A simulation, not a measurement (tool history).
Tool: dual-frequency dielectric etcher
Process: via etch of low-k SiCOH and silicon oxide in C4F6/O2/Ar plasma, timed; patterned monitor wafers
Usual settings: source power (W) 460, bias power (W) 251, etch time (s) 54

run    hour  source power (W)  bias power (W)  etch time (s)  wafers since the last listed run  hours since the last wet clean  hours since the last source power generator calibration  hours since the last bias power generator calibration  hours since the last upper electrode change  hours since the gauge calibration  read-back reference wafer on the same gauge, depth_nm  mean etch depth across the wafer (angstrom)
  1       0               460             251             54                                 0                           181.5                                                   3630.5                                                 2301.9                                       3741.3                             1363.9                                                    170                                         1974
  2    61.1               400             226             54                               576                           242.6                                                   3691.6                                                   2363                                       3802.4                               1425                                                    170                                         1785
  3   104.8               460             251           65.5                               412                           286.3                                                   3735.3                                                 2406.7                                       3846.1                             1468.7                                                  170.2                                         2332
      161.8  -- wet clean of the chamber
  4   211.4               460             251           65.5                               779                            49.6                                                   3841.9                                                 2513.3                                       3952.7                             1575.3                                                    170                                         2389
  5   258.1               460             251             54                               440                            96.3                                                   3888.6                                                   2560                                       3999.4                               1622                                                  170.2                                         1954
  6   321.1               460             251             54                               594                           159.3                                                   3951.6                                                   2623                                       4062.4                               1685                                                    170                                         1939
  7     409               460             251             54                               829                           247.2                                                   4039.5                                                 2710.9                                       4150.3                             1772.9                                                  169.8                                         1929
      490.3  -- wet clean of the chamber
  8   490.8               430             251             54                               545                             0.5                                                   4121.3                                                 2792.7                                       4232.1                             1854.7                                                  169.8                                         1862
  9     532               430             251             54                               389                            41.7                                                   4162.5                                                 2833.9                                       4273.3                             1895.9                                                  170.1                                         1846
 10   607.4               430             251             54                               711                           117.1                                                   4237.9                                                 2909.3                                       4348.7                             1971.3                                                  169.9                                         1846
      651.7  -- source power generator calibrated
      779.2  -- upper electrode replaced
      815.2  -- wet clean of the chamber, repeated, since the last time left the tool worse
 11   815.7               460             251             54                              1475                             0.5                                                      164                                                 3117.6                                         36.5                             2179.6                                                  170.1                                         1982
      849.5  -- gauge calibrated
 12   872.7               410             269             49                               538                            57.5                                                      221                                                 3174.6                                         93.5                               23.2                                                  169.7                                         1768
 13   967.5               400             251             69                               895                           152.3                                                    315.8                                                 3269.4                                        188.3                                118                                                  169.8                                         2426
 14  1063.1               460             251             54                               902                           247.9                                                    411.4                                                   3365                                        283.9                              213.6                                                  170.3                                         1959
 15  1120.5               530             197             54                               541                           305.3                                                    468.8                                                 3422.4                                        341.3                                271                                                  169.9                                         1875
     1183.8  -- bias power generator calibrated
     1205.1  -- wet clean of the chamber
 16    1210               540             311           42.5                               606                             4.9                                                    558.3                                                   26.2                                        430.8                              360.5                                                  169.9                                         1758
 17  1314.2               460             251             54                               983                           109.1                                                    662.5                                                  130.4                                          535                              464.7                                                    170                                         1945
 18  1410.9               430             229             62                               913                           205.8                                                    759.2                                                  227.1                                        631.7                              561.4                                                  170.2                                         2116
 19    1453               510             199           61.5                               397                           247.9                                                    801.3                                                  269.2                                        673.8                              603.5                                                  169.9                                         2102
     1541.8  -- wet clean of the chamber
 20  1774.6               370             286             44                              2809                           232.8                                                   1122.9                                                  590.8                                        995.4                              925.1                                                  170.2                                         1555
 21    1849               370             286             44                               702                           307.2                                                   1197.3                                                  665.2                                       1069.8                              999.5                                                  170.1                                         1530
     1927.8  -- wet clean of the chamber
 22  1928.3               570             251             54                               522                             0.5                                                   1276.6                                                  744.5                                       1149.1                             1078.8                                                    170                                         2127

4 ways to go on from here, each from the tool as it stands after run 22. What would each give?
  A  1928.7               460             251             54                                 3                             0.9                                                     1277                                                  744.9                                       1149.5                             1079.2                                                      ?                                            ?
  B  1928.7               550             251           42.5                                 3                             0.9                                                     1277                                                  744.9                                       1149.5                             1079.2                                                      ?                                            ?
  C  1928.7               460             251             48                                 3                             0.9                                                     1277                                                  744.9                                       1149.5                             1079.2                                                      ?                                            ?
  D  1928.7               460             214             65                                 3                             0.9                                                     1277                                                  744.9                                       1149.5                             1079.2                                                      ?                                            ?

run  read-back reference wafer on the same gauge, depth_nm  mean etch depth across the wafer (angstrom)
  A                                                  169.9                                         1981
  B                                                  169.9                                         1651
  C                                                  169.9                                         1761
  D                                                  169.9                                         2264
Without the tool's hidden state the same runs would have given:
run  mean etch depth across the wafer (angstrom)
  A                                         1977
  B                                         1648
  C                                         1757
  D                                         2260

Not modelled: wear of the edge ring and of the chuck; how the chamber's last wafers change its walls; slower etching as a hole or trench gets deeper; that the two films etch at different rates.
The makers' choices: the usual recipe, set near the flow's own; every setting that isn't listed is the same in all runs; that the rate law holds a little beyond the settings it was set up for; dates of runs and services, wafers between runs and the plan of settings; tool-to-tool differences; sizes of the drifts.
